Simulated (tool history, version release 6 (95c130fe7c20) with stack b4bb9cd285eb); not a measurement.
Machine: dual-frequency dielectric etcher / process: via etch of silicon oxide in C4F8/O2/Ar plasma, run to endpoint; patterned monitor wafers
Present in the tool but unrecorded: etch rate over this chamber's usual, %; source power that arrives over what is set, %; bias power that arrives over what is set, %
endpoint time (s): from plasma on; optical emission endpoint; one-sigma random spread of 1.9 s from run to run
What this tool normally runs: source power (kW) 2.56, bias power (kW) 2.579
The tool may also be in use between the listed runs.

run,hour,source power (kW),bias power (kW),wafers since the last listed run,hours since the last wet clean,hours since the last source power generator calibration,hours since the last bias power generator calibration,hours since the last upper electrode change,"incoming incoming film thickness, nm",endpoint time (s)
1,0,2.56,2.299,0,0.6,1878,968.4,3181.5,1212.2,222.1
2,70.5,2.56,2.333,390,71.1,1948.5,1038.9,3252,1222.1,220.7
3,139.6,2.56,2.333,383,140.2,2017.6,1108,3321.1,1224.3,218.9
4,186.1,2.56,2.333,257,186.7,2064.1,1154.5,3367.6,1223.7,217.8
5,251.9,2.56,2.579,364,252.5,2129.9,1220.3,3433.4,1224.8,214.7
6,311.5,2.96,2.579,330,312.1,2189.5,1279.9,3493,1234,204.2
7,368.7,2.96,2.579,317,369.3,2246.7,1337.1,3550.2,1219,199.7
# hour 452.5: wet clean of the chamber
8,453,2.96,2.579,334,0.5,2331,1421.4,3634.5,1222.9,203.4
# hour 483.6: upper electrode replaced
9,498,2.76,2.579,116,45.5,2376,1466.4,14.4,1218.1,211.6
10,593.5,1.99,2.898,529,141,2471.5,1561.9,109.9,1221.5,234.5
# hour 682.6: bias power generator calibrated
11,684.4,2.05,3.127,481,231.9,2562.4,1.8,200.8,1230.8,222.3
12,754.8,3.14,3.051,390,302.3,2632.8,72.2,271.2,1219.9,190.3
13,821.5,2.56,3.192,369,369,2699.5,138.9,337.9,1232.8,205.6
14,877.9,2.56,2.299,312,425.4,2755.9,195.3,394.3,1214.8,212.1
15,950.7,2.56,2.262,403,498.2,2828.7,268.1,467.1,1230.4,213.1
# hour 957.4: source power generator calibrated
# hour 995: wet clean of the chamber
16,1016.4,2.56,2.873,209,21.4,59,333.8,532.8,1221.3,212.9
17,1113.3,3.01,2.579,537,118.3,155.9,430.7,629.7,1222.3,205.1
18,1204.1,2.77,2.097,503,209.1,246.7,521.5,720.5,1228.1,213

4 options for the next run, each taken on its own from the tool as it stands now. Forecast them:
A,1204.6,2.56,2.579,2,209.6,247.2,522,721,1222.8,?
B,1204.6,1.99,2.232,2,209.6,247.2,522,721,1222.8,?
C,1204.6,2.56,2.97,2,209.6,247.2,522,721,1222.8,?
D,1204.6,2.21,2.9,2,209.6,247.2,522,721,1222.8,?

run,endpoint time (s)
A,211.3
B,237.1
C,206.2
D,218.5
What these runs would have given with no unlogged condition in the tool:
run,endpoint time (s)
A,217.1
B,243.6
C,211.9
D,224.5

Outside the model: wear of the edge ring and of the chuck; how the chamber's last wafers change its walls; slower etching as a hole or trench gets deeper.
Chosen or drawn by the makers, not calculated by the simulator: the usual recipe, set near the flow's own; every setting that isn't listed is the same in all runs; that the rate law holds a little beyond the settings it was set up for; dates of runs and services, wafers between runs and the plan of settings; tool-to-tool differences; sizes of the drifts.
